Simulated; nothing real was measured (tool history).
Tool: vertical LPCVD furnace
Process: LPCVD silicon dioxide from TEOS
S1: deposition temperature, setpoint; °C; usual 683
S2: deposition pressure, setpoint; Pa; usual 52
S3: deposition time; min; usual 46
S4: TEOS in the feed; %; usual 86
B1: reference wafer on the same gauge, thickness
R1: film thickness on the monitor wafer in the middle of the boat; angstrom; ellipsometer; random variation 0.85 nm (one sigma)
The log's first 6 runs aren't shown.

| run | hour | S1 | S2 | S3 | S4 | B1 | R1 |
|---|---|---|---|---|---|---|---|
| 7 | 83 | 683 | 52 | 46 | 92 | 256.53 | 3198.6 |
| 8 | 89.7 | 683 | 52 | 46 | 92 | 257.13 | 3198 |
| 9 | 105.4 | 683 | 52 | 46 | 92 | 256.95 | 3196.8 |
| 10 | 113.8 | 683 | 52 | 46 | 86 | 257.13 | 3069.1 |
| 11 | 124.8 | 683 | 52 | 46 | 86 | 257.02 | 3070.5 |
|  | 133.2 | gauge calibrated |
|  | 154.5 | TEOS flow controller replaced |
| 12 | 155 | 683 | 52 | 46 | 86 | 256.95 | 3085.2 |
| 13 | 158.7 | 683 | 52 | 46 | 86 | 257.25 | 3100.7 |
| 14 | 162.5 | 683 | 52 | 46 | 86 | 256.82 | 3100.6 |
| 15 | 166.2 | 683 | 52 | 46 | 86 | 256.71 | 3093 |
| 16 | 176.6 | 683 | 58.7 | 46 | 86 | 257.17 | 3313.5 |
| 17 | 193.3 | 683 | 44.7 | 46 | 86 | 256.99 | 2874.5 |
| 18 | 204.3 | 672 | 59.3 | 46 | 86 | 257.06 | 2543.3 |
| 19 | 228.1 | 683 | 46.7 | 30 | 86 | 257.28 | 1915.4 |
| 20 | 243.7 | 689 | 52 | 46 | 76 | 257.02 | 3380.5 |
| 21 | 257.3 | 683 | 58 | 58 | 97 | 256.87 | 4396.1 |
|  | 299.2 | thermocouples replaced and temperature profile calibrated |
|  | 318.3 | pressure gauge zeroed |
| 22 | 318.8 | 683 | 52 | 46 | 86 | 256.95 | 2860.9 |
| 23 | 322.5 | 683 | 52 | 46 | 86 | 256.96 | 2867.3 |
| 24 | 326.2 | 683 | 62.7 | 55.5 | 86 | 257.02 | 3794.5 |
| 25 | 341.7 | 689 | 41.3 | 62.5 | 79 | 256.93 | 3822.6 |
| 26 | 354.7 | 683 | 46.7 | 35 | 86 | 257.06 | 2053.3 |
| 27 | 366.7 | 676 | 52 | 60.5 | 86 | 257.1 | 3187.7 |
| 28 | 373.7 | 676 | 52 | 60.5 | 86 | 257.24 | 3180.5 |
| 29 | 389.5 | 683 | 44 | 32.5 | 91 | 257.18 | 1917.6 |
| 30 | 401.6 | 683 | 52 | 46 | 86 | 256.68 | 2850.7 |

3 ways to go on from here, each from the tool as it stands after run 30. What would each give?
| A | 405.4 | 683 | 52 | 46 | 86 | ? | ? |
| B | 405.4 | 689 | 61.3 | 46 | 78 | ? | ? |
| C | 405.4 | 683 | 55.3 | 30 | 86 | ? | ? |

| run | B1 | R1 |
|---|---|---|
| A | 257.35 | 2851.7 |
| B | 257.35 | 3404.7 |
| C | 257.35 | 1918.5 |
Without the tool's hidden state the same runs would have given:
| run | R1 |
|---|---|
| A | 2808.2 |
| B | 3353.4 |
| C | 1889.2 |
